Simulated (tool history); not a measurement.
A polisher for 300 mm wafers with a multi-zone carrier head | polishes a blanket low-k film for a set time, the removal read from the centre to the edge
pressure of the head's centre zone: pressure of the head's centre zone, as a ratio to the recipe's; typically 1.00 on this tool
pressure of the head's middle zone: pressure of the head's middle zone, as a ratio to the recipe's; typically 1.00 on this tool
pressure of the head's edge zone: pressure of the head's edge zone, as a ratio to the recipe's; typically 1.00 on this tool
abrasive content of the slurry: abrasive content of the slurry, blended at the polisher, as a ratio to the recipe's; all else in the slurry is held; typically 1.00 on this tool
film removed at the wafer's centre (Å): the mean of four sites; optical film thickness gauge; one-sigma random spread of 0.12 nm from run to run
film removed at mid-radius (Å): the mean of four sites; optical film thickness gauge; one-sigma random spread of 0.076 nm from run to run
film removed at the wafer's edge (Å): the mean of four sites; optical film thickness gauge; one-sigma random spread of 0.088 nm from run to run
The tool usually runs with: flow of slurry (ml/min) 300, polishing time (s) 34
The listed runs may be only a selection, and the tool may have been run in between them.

run,hour,flow of slurry (ml/min),pressure of the head's centre zone,pressure of the head's middle zone,pressure of the head's edge zone,abrasive content of the slurry,polishing time (s),wafers since the last listed run,wafers polished on this pad,hours since the slurry nozzle was cleaned,hours since the centre zone pressure was calibrated,hours since the edge zone pressure was calibrated,hours since the carrier head's membrane was replaced,"incoming thickness of the incoming film, nm",film removed at the wafer's centre (Å),film removed at mid-radius (Å),film removed at the wafer's edge (Å)
1,0.0,300,1.00,1.00,1.00,1.00,34,0,5422,397.5,511.5,213.4,1029.9,319.6,117,118,112
# hour 30.1: carrier head's membrane replaced by a new one
# hour 61.4: worn pad replaced by a new one
2,75.7,300,1.00,1.00,1.00,1.00,34,542,116,473.2,587.2,289.1,45.6,314.6,117,118,110
# hour 106.7: centre zone pressure recalibrated
3,180.5,300,1.00,1.00,1.00,1.10,34,835,952,578.0,73.8,393.9,150.4,321.4,120,123,115
4,286.9,215,1.00,1.00,1.00,1.00,34,864,1817,684.4,180.2,500.3,256.8,325.2,114,114,110
# hour 350.6: slurry nozzle cleaned
5,378.3,300,0.94,1.00,1.00,1.20,30,734,2552,27.7,271.6,591.7,348.2,318.0,105,111,107
# hour 390.8: edge zone pressure recalibrated
6,437.2,300,1.00,1.10,1.11,1.00,34,462,3014,86.6,330.5,46.4,407.1,315.9,117,125,116
7,482.5,300,1.00,1.00,1.00,1.00,34,368,3382,131.9,375.8,91.7,452.4,314.1,116,117,111
8,583.9,300,1.00,1.00,1.00,1.00,34,824,4207,233.3,477.2,193.1,553.8,321.8,118,117,112
# hour 755.7: worn pad replaced by a new one
9,756.2,300,1.00,1.12,1.00,1.00,26,1368,4,405.6,649.5,365.4,726.1,322.8,89,97,86
# hour 811.7: centre zone pressure recalibrated
10,812.2,300,1.10,1.00,1.00,1.00,34,438,443,461.6,0.5,421.4,782.1,320.0,128,117,112
11,848.1,300,1.00,1.06,1.09,1.15,26,291,735,497.5,36.4,457.3,818.0,317.4,96,99,95
12,904.7,300,0.96,1.00,1.00,1.25,34,460,1195,554.1,93.0,513.9,874.6,318.7,120,128,122
# hour 947.4: slurry nozzle cleaned
13,971.3,300,1.00,1.00,1.00,1.00,34,533,1728,23.9,159.6,580.5,941.2,320.5,116,117,113
# hour 1072.3: carrier head's membrane replaced by a new one
# hour 1108.8: edge zone pressure recalibrated
14,1129.6,250,1.06,1.00,1.00,1.00,34,1229,2958,182.2,317.9,20.8,57.3,318.9,122,116,111
15,1181.3,300,1.00,1.00,1.00,1.00,34,420,3378,233.9,369.6,72.5,109.0,323.2,119,119,113
16,1232.6,360,0.94,1.00,1.00,0.85,23,417,3795,285.2,420.9,123.8,160.3,323.9,71,75,71
17,1332.5,195,1.00,1.00,1.00,1.00,34,812,4607,385.1,520.8,223.7,260.2,325.3,111,114,109
# hour 1366.0: worn pad replaced by a new one
18,1411.8,300,0.96,1.00,1.00,1.00,34,612,372,464.4,600.1,303.0,339.5,317.5,112,117,111
19,1493.2,330,1.00,1.08,1.00,1.15,26,661,1034,545.8,681.5,384.4,420.9,317.5,96,101,92
# hour 1504.4: centre zone pressure recalibrated
20,1574.7,300,1.00,1.00,1.00,1.00,34,646,1680,627.3,70.3,465.9,502.4,317.8,116,118,113
# hour 1588.3: slurry nozzle cleaned
21,1638.5,300,1.11,1.00,1.00,1.00,34,510,2190,50.2,134.1,529.7,566.2,318.2,131,118,111
22,1741.7,300,1.00,1.10,1.07,0.90,38,838,3029,153.4,237.3,632.9,669.4,317.1,125,134,123

Across each entry between runs, compare the hidden state at the last listed run before it with the hidden state at the first listed run after it:
After run 1, before run 2: carrier head's membrane replaced by a new one (hour 30.1); worn pad replaced by a new one (hour 61.4)
  both runs share identical hidden conditions
After run 2, before run 3: centre zone pressure recalibrated (hour 106.7)
  both runs share identical hidden conditions
After run 4, before run 5: slurry nozzle cleaned (hour 350.6)
  both runs share identical hidden conditions
After run 5, before run 6: edge zone pressure recalibrated (hour 390.8)
  both runs share identical hidden conditions
After run 8, before run 9: worn pad replaced by a new one (hour 755.7)
  both runs share identical hidden conditions
After run 9, before run 10: centre zone pressure recalibrated (hour 811.7)
  both runs share identical hidden conditions
After run 12, before run 13: slurry nozzle cleaned (hour 947.4)
  both runs share identical hidden conditions
After run 13, before run 14: carrier head's membrane replaced by a new one (hour 1072.3); edge zone pressure recalibrated (hour 1108.8)
  both runs share identical hidden conditions
After run 17, before run 18: worn pad replaced by a new one (hour 1366.0)
  both runs share identical hidden conditions
After run 19, before run 20: centre zone pressure recalibrated (hour 1504.4)
  both runs share identical hidden conditions
After run 20, before run 21: slurry nozzle cleaned (hour 1588.3)
  both runs share identical hidden conditions

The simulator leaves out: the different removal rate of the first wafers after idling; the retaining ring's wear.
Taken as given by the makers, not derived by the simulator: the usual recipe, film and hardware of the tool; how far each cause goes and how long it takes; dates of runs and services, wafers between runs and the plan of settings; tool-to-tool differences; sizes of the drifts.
